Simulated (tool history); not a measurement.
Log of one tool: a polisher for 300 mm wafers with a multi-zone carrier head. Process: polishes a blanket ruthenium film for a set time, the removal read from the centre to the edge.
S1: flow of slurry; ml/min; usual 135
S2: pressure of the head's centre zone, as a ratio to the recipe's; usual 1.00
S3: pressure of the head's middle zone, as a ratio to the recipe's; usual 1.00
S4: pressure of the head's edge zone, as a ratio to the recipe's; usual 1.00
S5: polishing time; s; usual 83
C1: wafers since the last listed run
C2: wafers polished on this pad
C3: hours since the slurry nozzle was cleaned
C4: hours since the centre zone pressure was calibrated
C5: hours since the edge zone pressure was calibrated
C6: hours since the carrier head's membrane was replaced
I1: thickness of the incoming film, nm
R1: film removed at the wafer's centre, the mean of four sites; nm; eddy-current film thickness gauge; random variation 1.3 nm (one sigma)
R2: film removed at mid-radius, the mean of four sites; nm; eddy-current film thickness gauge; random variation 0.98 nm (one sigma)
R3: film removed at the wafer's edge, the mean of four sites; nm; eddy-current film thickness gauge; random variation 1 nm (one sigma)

| run | hour | S1 | S2 | S3 | S4 | S5 | C1 | C2 | C3 | C4 | C5 | C6 | I1 | R1 | R2 | R3 |
|---|---|---|---|---|---|---|---|---|---|---|---|---|---|---|---|---|
| 1 | 0.0 | 135 | 1.00 | 1.00 | 0.94 | 65 | 0 | 706 | 144.9 | 590.5 | 1134.8 | 1529.0 | 594.5 | 95.2 | 89.9 | 84.7 |
| 2 | 20.3 | 135 | 1.00 | 1.00 | 0.94 | 65 | 195 | 901 | 165.2 | 610.8 | 1155.1 | 1549.3 | 590.9 | 97.4 | 89.7 | 84.9 |
|  | 24.5 | worn pad replaced by a new one |
| 3 | 49.0 | 135 | 1.00 | 1.00 | 0.94 | 65 | 237 | 235 | 193.9 | 639.5 | 1183.8 | 1578.0 | 592.5 | 98.7 | 88.4 | 84.1 |
| 4 | 74.5 | 135 | 1.00 | 1.00 | 1.00 | 83 | 245 | 481 | 219.4 | 665.0 | 1209.3 | 1603.5 | 594.0 | 125.2 | 114.9 | 109.2 |
| 5 | 100.3 | 135 | 1.00 | 1.00 | 1.00 | 71 | 248 | 729 | 245.2 | 690.8 | 1235.1 | 1629.3 | 591.1 | 106.9 | 97.4 | 95.1 |
|  | 105.7 | worn pad replaced by a new one |
| 6 | 163.2 | 135 | 1.00 | 1.00 | 1.00 | 83 | 566 | 553 | 308.1 | 753.7 | 1298.0 | 1692.2 | 576.6 | 128.2 | 115.4 | 112.1 |
| 7 | 183.8 | 135 | 1.00 | 1.00 | 1.00 | 83 | 198 | 751 | 328.7 | 774.3 | 1318.6 | 1712.8 | 597.8 | 126.8 | 114.9 | 112.0 |
|  | 193.0 | worn pad replaced by a new one |
| 8 | 205.7 | 135 | 1.00 | 1.00 | 1.00 | 83 | 172 | 122 | 350.6 | 796.2 | 1340.5 | 1734.7 | 590.9 | 127.7 | 115.8 | 112.8 |
|  | 226.4 | carrier head's membrane replaced by a new one |
| 9 | 227.1 | 135 | 1.00 | 0.94 | 0.90 | 94 | 157 | 279 | 372.0 | 817.6 | 1361.9 | 0.7 | 587.8 | 143.4 | 123.2 | 120.3 |
|  | 230.3 | centre zone pressure recalibrated |
| 10 | 248.3 | 135 | 1.00 | 1.00 | 0.90 | 83 | 184 | 464 | 393.2 | 18.0 | 1383.1 | 21.9 | 596.0 | 99.7 | 115.2 | 105.4 |
| 11 | 268.3 | 135 | 1.00 | 1.00 | 1.00 | 60 | 192 | 657 | 413.2 | 38.0 | 1403.1 | 41.9 | 594.5 | 70.7 | 84.2 | 80.7 |
|  | 271.2 | slurry nozzle cleaned |
|  | 276.0 | edge zone pressure recalibrated |
|  | 280.4 | worn pad replaced by a new one |
| 12 | 294.3 | 135 | 1.00 | 1.00 | 0.94 | 65 | 182 | 134 | 23.1 | 64.0 | 18.3 | 67.9 | 579.8 | 76.8 | 89.6 | 84.9 |
|  | 317.2 | centre zone pressure recalibrated, repeated, since the last time left the tool worse |
| 13 | 326.0 | 135 | 1.05 | 0.93 | 1.00 | 66 | 285 | 420 | 54.8 | 8.8 | 50.0 | 99.6 | 585.6 | 97.6 | 85.9 | 90.6 |
|  | 358.1 | worn pad replaced by a new one |
| 14 | 358.6 | 135 | 1.00 | 1.00 | 1.00 | 83 | 275 | 4 | 87.4 | 41.4 | 82.6 | 132.2 | 592.2 | 115.5 | 114.4 | 113.4 |
| 15 | 381.3 | 135 | 0.90 | 0.92 | 1.04 | 73 | 218 | 223 | 110.1 | 64.1 | 105.3 | 154.9 | 590.4 | 92.3 | 93.3 | 99.5 |
| 16 | 403.7 | 135 | 0.96 | 1.00 | 1.00 | 83 | 215 | 438 | 132.5 | 86.5 | 127.7 | 177.3 | 582.9 | 108.9 | 116.4 | 110.5 |
| 17 | 427.6 | 135 | 1.00 | 1.08 | 1.00 | 58 | 230 | 668 | 156.4 | 110.4 | 151.6 | 201.2 | 602.8 | 81.4 | 84.9 | 79.3 |

4 ways to go on from here, each from the tool as it stands after run 17. What would each give?
| A | 428.1 | 135 | 1.00 | 1.00 | 1.11 | 83 | 4 | 673 | 156.9 | 110.9 | 152.1 | 201.7 | 578.7 | ? | ? | ? |
| B | 428.1 | 165 | 1.10 | 1.00 | 1.09 | 106 | 4 | 673 | 156.9 | 110.9 | 152.1 | 201.7 | 578.7 | ? | ? | ? |
| C | 428.1 | 135 | 1.06 | 1.06 | 1.11 | 103 | 4 | 673 | 156.9 | 110.9 | 152.1 | 201.7 | 578.7 | ? | ? | ? |
| D | 428.1 | 135 | 1.00 | 0.92 | 1.05 | 83 | 4 | 673 | 156.9 | 110.9 | 152.1 | 201.7 | 578.7 | ? | ? | ? |

| run | R1 | R2 | R3 |
|---|---|---|---|
| A | 115.3 | 115.0 | 116.5 |
| B | 167.3 | 151.3 | 150.6 |
| C | 151.6 | 149.9 | 144.4 |
| D | 115.3 | 107.3 | 113.4 |
Without the tool's hidden state the same runs would have given:
| run | R1 | R2 | R3 |
|---|---|---|---|
| A | 115.1 | 115.0 | 116.5 |
| B | 167.0 | 151.3 | 150.6 |
| C | 151.3 | 149.9 | 144.4 |
| D | 115.1 | 107.3 | 113.4 |
